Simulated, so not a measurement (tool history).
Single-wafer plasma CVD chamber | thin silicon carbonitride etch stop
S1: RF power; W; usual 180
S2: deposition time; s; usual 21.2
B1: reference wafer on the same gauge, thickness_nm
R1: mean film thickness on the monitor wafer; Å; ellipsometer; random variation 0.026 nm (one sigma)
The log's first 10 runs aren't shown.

{"run": 11, "day": 4.95, "S1": 180, "S2": 21.2, "B1": 15.203, "R1": 126.19}
{"day": 5.462, "done": "gauge calibrated"}
{"run": 12, "day": 5.5, "S1": 180, "S2": 21.2, "B1": 15.194, "R1": 125.88}
{"run": 13, "day": 5.788, "S1": 180, "S2": 21.2, "B1": 15.201, "R1": 125.87}
{"run": 14, "day": 6.2, "S1": 180, "S2": 18.6, "B1": 15.204, "R1": 110.22}
{"run": 15, "day": 6.854, "S1": 215, "S2": 17.1, "B1": 15.197, "R1": 111.59}
{"run": 16, "day": 7.508, "S1": 180, "S2": 21.2, "B1": 15.2, "R1": 125.53}
{"day": 8.3, "done": "thermocouple changed; heater temperature recalibrated"}
{"run": 17, "day": 8.321, "S1": 195, "S2": 18.4, "B1": 15.196, "R1": 113.63}
{"run": 18, "day": 8.479, "S1": 200, "S2": 23.2, "B1": 15.202, "R1": 145.08}
{"run": 19, "day": 10.438, "S1": 145, "S2": 19.2, "B1": 15.201, "R1": 99.04}
{"run": 20, "day": 11.108, "S1": 180, "S2": 21.2, "B1": 15.193, "R1": 125.04}
{"run": 21, "day": 11.754, "S1": 180, "S2": 18.5, "B1": 15.198, "R1": 109.24}
{"run": 22, "day": 12.45, "S1": 205, "S2": 22.9, "B1": 15.195, "R1": 144.54}
{"run": 23, "day": 13.8, "S1": 205, "S2": 22.8, "B1": 15.198, "R1": 143.59}
{"run": 24, "day": 14.496, "S1": 180, "S2": 21.2, "B1": 15.197, "R1": 124.37}
{"run": 25, "day": 14.979, "S1": 145, "S2": 23.8, "B1": 15.206, "R1": 121.63}
{"run": 26, "day": 15.329, "S1": 205, "S2": 25.3, "B1": 15.205, "R1": 158.87}
{"run": 27, "day": 15.958, "S1": 180, "S2": 21.2, "B1": 15.201, "R1": 123.92}

Run 28 comes next. What will it give?
{"run": 28, "day": 16.329, "S1": 180, "S2": 21.2, "B1": "?", "R1": "?"}

{"run 28": {"B1": 15.206, "R1": 124.24}}
Without the tool's hidden state the same run would have given R1 127.29 Å.
